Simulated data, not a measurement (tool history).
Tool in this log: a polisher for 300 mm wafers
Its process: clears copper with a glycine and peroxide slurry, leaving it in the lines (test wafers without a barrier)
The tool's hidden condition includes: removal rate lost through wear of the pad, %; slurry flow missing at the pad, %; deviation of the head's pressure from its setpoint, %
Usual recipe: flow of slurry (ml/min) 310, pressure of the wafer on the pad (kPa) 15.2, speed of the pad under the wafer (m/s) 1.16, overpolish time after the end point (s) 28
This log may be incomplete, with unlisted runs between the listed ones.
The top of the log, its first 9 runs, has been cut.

run   hour  flow of slurry (ml/min)  pressure of the wafer on the pad (kPa)  speed of the pad under the wafer (m/s)  overpolish time after the end point (s)  wafers since the last listed run  wafers polished on this pad  hours since the slurry nozzle was cleaned  hours since the head pressure was calibrated  incoming thickness of the incoming film, nm  time until the end point was called (s)  dishing of a wide line in a test structure (nm)
 10    198                      310                                    15.2                                    1.16                                       28                               166                          188                                        124                                         844.5                                        377.3                                     68.7                                             55.9
 11  221.8                      310                                    15.2                                    1.16                                       28                               158                          347                                      147.8                                         868.3                                        386.8                                       71                                             55.7
 12  250.8                      310                                    15.2                                    1.16                                       28                               193                          540                                      176.8                                         897.3                                        385.3                                     69.7                                             57.8
 13    273                      310                                    15.2                                    1.16                                       28                               148                          689                                        199                                         919.5                                        381.2                                     67.4                                             57.4
 14  294.3                      310                                    15.2                                    1.16                                       28                               142                          831                                      220.3                                         940.8                                        376.1                                     67.2                                             56.8
 15  310.9                      310                                    15.2                                    1.16                                       28                               110                          942                                      236.9                                         957.4                                        377.8                                     66.2                                             56.1
       328  -- slurry nozzle cleaned
     329.7  -- head pressure recalibrated
       366  -- worn pad replaced by a new one
 16  414.9                      310                                    15.2                                    1.16                                       28                               649                          326                                       86.9                                          85.2                                        378.1                                     67.5                                             55.8
 17  435.3                      200                                    16.5                                    1.16                                       28                               136                          462                                      107.3                                         105.6                                        380.3                                     66.1                                             57.8
 18  462.3                      310                                    15.2                                    1.16                                       28                               180                          642                                      134.3                                         132.6                                        385.5                                     68.1                                             56.6
 19  493.7                      310                                    15.2                                    1.16                                       28                               209                          852                                      165.7                                           164                                        379.9                                     68.5                                             56.7
 20  516.7                      310                                    15.2                                    1.16                                       43                               153                         1005                                      188.7                                           187                                        384.4                                     69.3                                             63.6
     529.6  -- worn pad replaced by a new one
 21  534.2                      310                                    19.3                                    1.16                                       28                                90                           30                                      206.2                                         204.5                                        376.7                                     56.1                                             60.2
     537.9  -- slurry nozzle cleaned
 22  554.4                      385                                      11                                    1.48                                       28                               128                          159                                       16.5                                         224.7                                        375.2                                     67.3                                             54.8
 23  570.8                      310                                    15.2                                    1.16                                       28                               109                          268                                       32.9                                         241.1                                        385.6                                     68.3                                             57.1
 24  589.6                      310                                    15.2                                    1.16                                       28                               125                          394                                       51.7                                         259.9                                        377.8                                     67.6                                             56.3
 25  619.7                      210                                    15.2                                    1.16                                       28                               200                          594                                       81.8                                           290                                        380.3                                     71.5                                             56.3
 26  637.5                      310                                    13.1                                    1.42                                       28                               118                          713                                       99.6                                         307.8                                        381.2                                       66                                             57.6
 27  650.2                      310                                    17.9                                    1.32                                       28                                84                          798                                      112.3                                         320.5                                        387.4                                     54.8                                               61
 28  666.5                      245                                    17.2                                    1.16                                       28                               108                          907                                      128.6                                         336.8                                        381.2                                     62.6                                             57.7
 29  690.2                      385                                    15.2                                    1.16                                       28                               158                         1065                                      152.3                                         360.5                                        382.2                                     68.4                                             58.3
 30  712.2                      345                                    15.2                                    1.16                                       34                               146                         1212                                      174.3                                         382.5                                        381.1                                     67.4                                             60.4
     730.2  -- worn pad replaced by a new one
 31  731.1                      310                                    15.2                                    1.16                                       28                                99                            5                                      193.2                                         401.4                                        378.1                                     67.5                                             56.7
     751.8  -- slurry nozzle cleaned
 32  758.7                      310                                    15.2                                    1.16                                       28                               177                          183                                        6.9                                           429                                        380.4                                     67.7                                             57.6
 33  793.4                      220                                    13.8                                    0.94                                       19                               231                          414                                       41.6                                         463.7                                        383.4                                       90                                             41.3

Predict each of these 4 candidate next runs independently; none follows another, all start after run 33:
  A  793.8                      310                                    17.2                                    1.16                                       28                                 2                          417                                         42                                         464.1                                        388.4                                        ?                                                ?
  B  793.8                      310                                    15.2                                    0.78                                       28                                 2                          417                                         42                                         464.1                                        388.4                                        ?                                                ?
  C  793.8                      310                                    15.2                                    0.88                                       28                                 2                          417                                         42                                         464.1                                        388.4                                        ?                                                ?
  D  793.8                      240                                    15.2                                    1.16                                       28                                 2                          417                                         42                                         464.1                                        388.4                                        ?                                                ?

run  time until the end point was called (s)  dishing of a wide line in a test structure (nm)
  A                                     64.7                                               58
  B                                     96.9                                             51.2
  C                                     88.5                                             52.9
  D                                     73.2                                             55.6
With the hidden condition removed and each run's random variation left untouched, the same runs would have given:
run  time until the end point was called (s)  dishing of a wide line in a test structure (nm)
  A                                     64.7                                               58
  B                                     96.9                                             51.2
  C                                     88.5                                             52.9
  D                                     73.2                                             55.6
